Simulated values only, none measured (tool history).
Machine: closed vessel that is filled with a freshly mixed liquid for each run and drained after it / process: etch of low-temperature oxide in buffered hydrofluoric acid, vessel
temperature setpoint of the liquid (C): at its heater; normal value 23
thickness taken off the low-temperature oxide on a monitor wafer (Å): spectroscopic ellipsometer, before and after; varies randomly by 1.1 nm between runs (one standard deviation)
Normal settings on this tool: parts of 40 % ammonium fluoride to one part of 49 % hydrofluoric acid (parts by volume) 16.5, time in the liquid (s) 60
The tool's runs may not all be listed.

run,hour,temperature setpoint of the liquid (C),parts of 40 % ammonium fluoride to one part of 49 % hydrofluoric acid (parts by volume),time in the liquid (s),"read-back film thickness of the low-temperature oxide reference wafer, read on the same gauge (nm)",thickness taken off the low-temperature oxide on a monitor wafer (Å)
1,0,23,16.5,60,30.05,1699.5
2,26.8,23,16.5,60,29.98,1660.1
3,34.4,23,16.5,60,29.95,1672
4,42.5,23,16.5,60,29.97,1661.6
5,52.1,23,16.5,60,30.03,1683.7
6,59.2,23,16.5,60,30.02,1682.8
7,70.8,23,16.5,60,29.98,1665.9
# hour 77.3: gauge calibrated
8,77.9,23,16.5,60,29.98,1677.8
# hour 87.2: thermometer replaced
9,90.5,23,18.5,60,30.02,1381.9
10,104.5,23,18.5,60,30,1385.3
11,111.1,23,19,30,30,669.6
12,123.7,23,16.5,60,30.05,1540
13,130.6,23,16.5,60,30.03,1548.6
14,143.4,23,16.5,60,29.97,1564.7
# hour 146.3: hydrofluoric acid flow meter replaced
15,160.6,23,21,90,29.96,1844.7
16,171.3,25,16.5,60,29.98,1755.5
17,185,20,13,45,30.02,1241.3
18,197.3,18.5,21,45,29.96,723.4
19,215.1,21,22.5,60,30,1068.3
20,230.1,23,16.5,60,30.02,1532.7
21,244,25,23,80,30,1713.2
22,255.3,26,16.5,60,30.06,1824.9
23,265.6,23,16.5,60,30.02,1565.1
24,272,23,22.5,60,29.99,1188
25,287.3,23,10.5,85,30,3417
26,297.1,23,16.5,60,30.02,1557.1
27,314.4,27,12,35,30.05,1540.7
28,327.7,19.5,14,40,29.98,1010.8
29,336,23,16.5,60,30.03,1573.4
30,351.6,23,21.5,60,29.98,1235.6
# hour 363.8: gauge calibrated
31,366.3,23,22.5,40,30.05,785.3
32,379,24.5,21,70,30,1563.5
33,389.7,18.5,21,45,29.99,731.5

Consider 3 possible next runs. They are alternatives, not a sequence: every one starts from the tool as it was left by run 33. What does each give?
A,390.4,23,16.5,60,?,?
B,390.4,23,20,35,?,?
C,390.4,18.5,16.5,30,?,?

run,"read-back film thickness of the low-temperature oxide reference wafer, read on the same gauge (nm)",thickness taken off the low-temperature oxide on a monitor wafer (Å)
A,29.98,1579.5
B,29.98,762.2
C,29.98,614.7
Stripped of hidden state, with their random variation kept, the same runs would have yielded:
run,thickness taken off the low-temperature oxide on a monitor wafer (Å)
A,1542.6
B,744.4
C,600
